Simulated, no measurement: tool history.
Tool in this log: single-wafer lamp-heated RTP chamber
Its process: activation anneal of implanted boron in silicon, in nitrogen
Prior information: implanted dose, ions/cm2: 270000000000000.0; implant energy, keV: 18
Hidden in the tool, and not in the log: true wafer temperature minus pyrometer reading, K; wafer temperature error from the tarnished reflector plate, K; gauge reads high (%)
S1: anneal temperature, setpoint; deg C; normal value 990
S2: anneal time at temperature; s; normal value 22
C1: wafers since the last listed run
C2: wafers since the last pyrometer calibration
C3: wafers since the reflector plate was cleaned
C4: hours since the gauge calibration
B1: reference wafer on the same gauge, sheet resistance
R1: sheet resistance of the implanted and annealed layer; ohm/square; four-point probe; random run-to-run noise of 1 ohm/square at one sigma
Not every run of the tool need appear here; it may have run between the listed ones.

run	hour	S1	S2	C1	C2	C3	C4	B1	R1
1	0.0	1007	22	0	475	7627	93.8	396.95	335.03
2	9.1	990	26	146	621	7773	102.9	396.89	339.94
3	27.1	990	26	289	911	8063	120.9	396.93	340.83
4	38.2	990	26	178	1089	8242	132.0	396.96	338.36
5	48.9	990	22	172	1262	8414	142.7	396.86	339.52
6	56.2	990	22	117	1379	8532	150.0	397.41	340.92
7	72.9	990	22	268	1648	8800	166.7	396.82	340.90
8	86.3	990	22	215	1864	9016	180.1	396.61	340.03
9	102.8	976	16	265	2129	9282	196.6	396.58	346.91
10	109.3	990	22	104	2234	9386	203.1	397.29	339.60
11	115.4	990	22	98	2332	9485	209.2	396.89	338.78
# hour 122.8: gauge calibrated
# hour 129.6: reflector plate cleaned
12	130.1	990	22	107	2440	8	7.3	397.77	340.60
13	138.2	990	22	130	2571	139	15.4	397.19	338.91
14	153.4	972	12	244	2815	383	30.6	396.93	350.03
# hour 204.2: pyrometer window cleaned and pyrometer calibrated
15	206.4	990	19	724	35	1108	83.6	396.45	343.32
16	214.4	981	18	128	164	1236	91.6	396.88	349.39
17	229.5	1002	22	243	407	1480	106.7	397.21	337.36
18	244.0	1018	12	233	640	1713	121.2	397.26	336.24
19	251.5	990	22	120	761	1834	128.7	396.98	340.88
20	262.5	990	18	177	938	2011	139.7	396.68	342.44
21	273.2	970	13	172	1110	2183	150.4	396.54	358.26
22	281.7	974	22	136	1247	2320	158.9	397.14	351.90
23	298.2	981	12	265	1513	2586	175.4	396.68	349.83
# hour 313.4: gauge calibrated
24	313.6	1012	27	247	1761	2833	0.2	396.72	336.11

Below are 3 alternative next runs, each starting from the tool's condition after run 24. Predict each:
A	314.0	990	22	6	1767	2840	0.6	?	?
B	314.0	982	27	6	1767	2840	0.6	?	?
C	314.0	990	31	6	1767	2840	0.6	?	?

run	B1	R1
A	397.14	338.93
B	397.14	341.51
C	397.14	337.62
Had the tool no hidden state, the same runs would have come out as:
run	R1
A	342.59
B	346.48
C	340.78

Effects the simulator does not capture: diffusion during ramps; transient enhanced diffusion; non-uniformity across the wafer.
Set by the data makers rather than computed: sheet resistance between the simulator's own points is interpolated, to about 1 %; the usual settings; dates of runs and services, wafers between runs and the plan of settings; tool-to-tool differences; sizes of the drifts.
